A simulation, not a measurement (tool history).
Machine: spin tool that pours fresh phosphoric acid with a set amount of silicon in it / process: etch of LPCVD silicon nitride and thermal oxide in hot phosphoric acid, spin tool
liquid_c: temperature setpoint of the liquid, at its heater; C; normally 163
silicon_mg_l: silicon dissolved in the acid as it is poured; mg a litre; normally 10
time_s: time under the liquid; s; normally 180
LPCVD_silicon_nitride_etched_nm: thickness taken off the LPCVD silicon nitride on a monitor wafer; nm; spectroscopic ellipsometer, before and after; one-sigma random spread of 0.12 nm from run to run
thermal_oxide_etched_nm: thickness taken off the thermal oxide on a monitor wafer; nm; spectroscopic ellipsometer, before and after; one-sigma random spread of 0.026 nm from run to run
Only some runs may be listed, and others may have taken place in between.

run,day,liquid_c,silicon_mg_l,time_s,"read-back film thickness of the LPCVD silicon nitride reference wafer, read on the same gauge (nm)","read-back film thickness of the thermal oxide reference wafer, read on the same gauge (nm)",LPCVD_silicon_nitride_etched_nm,thermal_oxide_etched_nm
1,0,163,10,105,129.97,130.009,9.53,0.277
2,2.762,163,10,105,129.96,129.969,9.47,0.29
3,5.492,163,10,105,129.98,129.994,9.47,0.309
4,7.388,163,10,180,129.99,129.978,16.35,0.512
# day 9.683: gauge calibrated
# day 11.879: thermometer replaced
5,11.983,163,10,180,130.04,130.004,16.34,0.51
6,13.621,161.5,10,205,129.97,129.986,17.73,0.504
7,15.617,161.5,10,205,129.98,129.983,17.52,0.521
8,16.642,163,10,180,130.01,130.006,16.13,0.454
# day 16.85: dissolved silicon flow meter replaced
# day 17.058: heated supply line repaired
9,17.942,163,10,180,129.97,129.962,16.19,0.572
10,20.708,164.5,18,115,130.03,129.97,10.99,0.287
11,22.675,164,2.5,145,130.01,129.985,13.53,0.51
12,24.171,163,15,145,130.01,129.99,13.09,0.385
13,25.354,165,5.5,260,130,130.048,25.22,0.955
14,28.138,161,10,260,129.98,130.004,22.31,0.594

Predict each of these 3 candidate next runs independently; none follows another, all start after run 14:
A,28.158,163,16,180,?,?,?,?
B,28.158,163,2.5,250,?,?,?,?
C,28.158,164,15,235,?,?,?,?

run,"read-back film thickness of the LPCVD silicon nitride reference wafer, read on the same gauge (nm)","read-back film thickness of the thermal oxide reference wafer, read on the same gauge (nm)",LPCVD_silicon_nitride_etched_nm,thermal_oxide_etched_nm
A,129.94,130.005,16.13,0.446
B,129.94,130.005,22.4,0.834
C,129.94,130.005,21.76,0.643
With the hidden condition removed and each run's random variation left untouched, the same runs would have given:
run,LPCVD_silicon_nitride_etched_nm,thermal_oxide_etched_nm
A,16.13,0.446
B,22.4,0.834
C,21.76,0.643

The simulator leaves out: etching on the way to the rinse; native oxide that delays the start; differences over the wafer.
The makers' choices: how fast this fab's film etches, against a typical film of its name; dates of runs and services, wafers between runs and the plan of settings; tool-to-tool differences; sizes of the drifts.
